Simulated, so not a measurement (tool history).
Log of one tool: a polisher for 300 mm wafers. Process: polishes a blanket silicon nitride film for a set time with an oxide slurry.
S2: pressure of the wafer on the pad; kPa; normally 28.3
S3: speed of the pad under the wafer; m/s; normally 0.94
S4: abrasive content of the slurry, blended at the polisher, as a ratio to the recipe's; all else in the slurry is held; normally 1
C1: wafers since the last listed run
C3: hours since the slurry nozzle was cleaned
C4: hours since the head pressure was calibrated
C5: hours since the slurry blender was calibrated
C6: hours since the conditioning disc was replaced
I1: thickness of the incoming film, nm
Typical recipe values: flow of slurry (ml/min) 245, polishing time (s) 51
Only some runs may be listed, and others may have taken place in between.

Run 1, day 0: usual settings but S4 0.8; C1 0; wafers polished on this pad 2115; C3 219.2; C4 791; C5 302.7; C6 77; I1 324.1. Result: film removed (nm) 29.9.
At day 0.062: slurry nozzle cleaned.
At day 0.575: worn pad replaced by a new one.
At day 5.575: slurry blender recalibrated.
At day 6.6: conditioning disc replaced and pad reconditioned.
Run 2, day 6.783: usual settings but S4 0.8; C1 2073; wafers polished on this pad 1955; C3 161.3; C4 953.8; C5 29; C6 4.4; I1 327.4. Result: film removed (nm) 30.8.
At day 7.642: worn pad replaced by a new one.
Run 3, day 7.862: usual settings; C1 295; wafers polished on this pad 71; C3 187.2; C4 979.7; C5 54.9; C6 30.3; I1 330.2. Result: film removed (nm) 32.1.
Run 4, day 10.633: usual settings; C1 896; wafers polished on this pad 968; C3 253.7; C4 1046.2; C5 121.4; C6 96.8; I1 324.6. Result: film removed (nm) 32.3.
At day 12.238: slurry nozzle cleaned.
At day 15.271: worn pad replaced by a new one.
At day 16.775: conditioning disc replaced and pad reconditioned.
Run 5, day 18.671: usual settings; C1 2506; wafers polished on this pad 1073; C3 154.4; C4 1239.1; C5 314.3; C6 45.5; I1 332. Result: film removed (nm) 32.
Run 6, day 21.638: usual settings; C1 960; wafers polished on this pad 2033; C3 225.6; C4 1310.3; C5 385.5; C6 116.7; I1 333.2. Result: film removed (nm) 32.
At day 22.262: slurry nozzle cleaned.
At day 23.225: worn pad replaced by a new one.
At day 24.521: slurry blender recalibrated.
Run 7, day 24.625: usual settings; C1 872; wafers polished on this pad 426; C3 56.7; C4 1382; C5 2.5; C6 188.4; I1 330. Result: film removed (nm) 32.2.
At day 25.329: head pressure recalibrated.
Run 8, day 26.588: usual settings but flow of slurry (ml/min) 190, S2 35.9 kPa; C1 608; wafers polished on this pad 1034; C3 103.8; C4 30.2; C5 49.6; C6 235.5; I1 329.3. Result: film removed (nm) 39.2.
At day 27.617: conditioning disc replaced and pad reconditioned.
Run 9, day 28.533: usual settings but S4 1.25, polishing time (s) 42; C1 602; wafers polished on this pad 1637; C3 150.5; C4 76.9; C5 96.3; C6 22; I1 333.5. Result: film removed (nm) 28.3.
Run 10, day 29.654: usual settings but flow of slurry (ml/min) 205, S2 25.5 kPa, S3 1.18 m/s, S4 0.75; C1 362; wafers polished on this pad 2000; C3 177.4; C4 103.8; C5 123.2; C6 48.9; I1 326.8. Result: film removed (nm) 31.7.
At day 31.229: worn pad replaced by a new one.
Run 11, day 31.729: usual settings but S3 1.1 m/s, polishing time (s) 42; C1 617; wafers polished on this pad 162; C3 227.2; C4 153.6; C5 173; C6 98.7; I1 334.1. Result: film removed (nm) 30.2.
At day 32.233: slurry nozzle cleaned.
Run 12, day 33.808: usual settings but polishing time (s) 41; C1 659; wafers polished on this pad 821; C3 37.8; C4 203.5; C5 222.9; C6 148.6; I1 334.5. Result: film removed (nm) 25.9.
Run 13, day 34.988: usual settings; C1 381; wafers polished on this pad 1203; C3 66.1; C4 231.8; C5 251.2; C6 176.9; I1 334.6. Result: film removed (nm) 31.7.
Run 14, day 37.25: usual settings; C1 732; wafers polished on this pad 1935; C3 120.4; C4 286.1; C5 305.5; C6 231.2; I1 327. Result: film removed (nm) 32.

Consider 5 possible next runs. They are alternatives, not a sequence: every one starts from the tool as it was left by run 14. What does each give?
Run A, day 37.267: usual settings; C1 5; wafers polished on this pad 1940; C3 120.8; C4 286.5; C5 305.9; C6 231.6; I1 326. Result: film removed (nm) ?.
Run B, day 37.267: usual settings but flow of slurry (ml/min) 285; C1 5; wafers polished on this pad 1940; C3 120.8; C4 286.5; C5 305.9; C6 231.6; I1 326. Result: film removed (nm) ?.
Run C, day 37.267: usual settings but S2 25.5 kPa, S4 0.7; C1 5; wafers polished on this pad 1940; C3 120.8; C4 286.5; C5 305.9; C6 231.6; I1 326. Result: film removed (nm) ?.
Run D, day 37.267: usual settings but flow of slurry (ml/min) 170, S2 22.1 kPa, S4 1.1, polishing time (s) 68; C1 5; wafers polished on this pad 1940; C3 120.8; C4 286.5; C5 305.9; C6 231.6; I1 326. Result: film removed (nm) ?.
Run E, day 37.267: usual settings but S3 0.64 m/s; C1 5; wafers polished on this pad 1940; C3 120.8; C4 286.5; C5 305.9; C6 231.6; I1 326. Result: film removed (nm) ?.

run  film removed (nm)
  A               31.5
  B                 32
  C               26.2
  D               31.8
  E               23.2
With no hidden state in the tool, these same runs would have given:
run  film removed (nm)
  A               31.5
  B                 32
  C               26.2
  D               31.8
  E               23.2

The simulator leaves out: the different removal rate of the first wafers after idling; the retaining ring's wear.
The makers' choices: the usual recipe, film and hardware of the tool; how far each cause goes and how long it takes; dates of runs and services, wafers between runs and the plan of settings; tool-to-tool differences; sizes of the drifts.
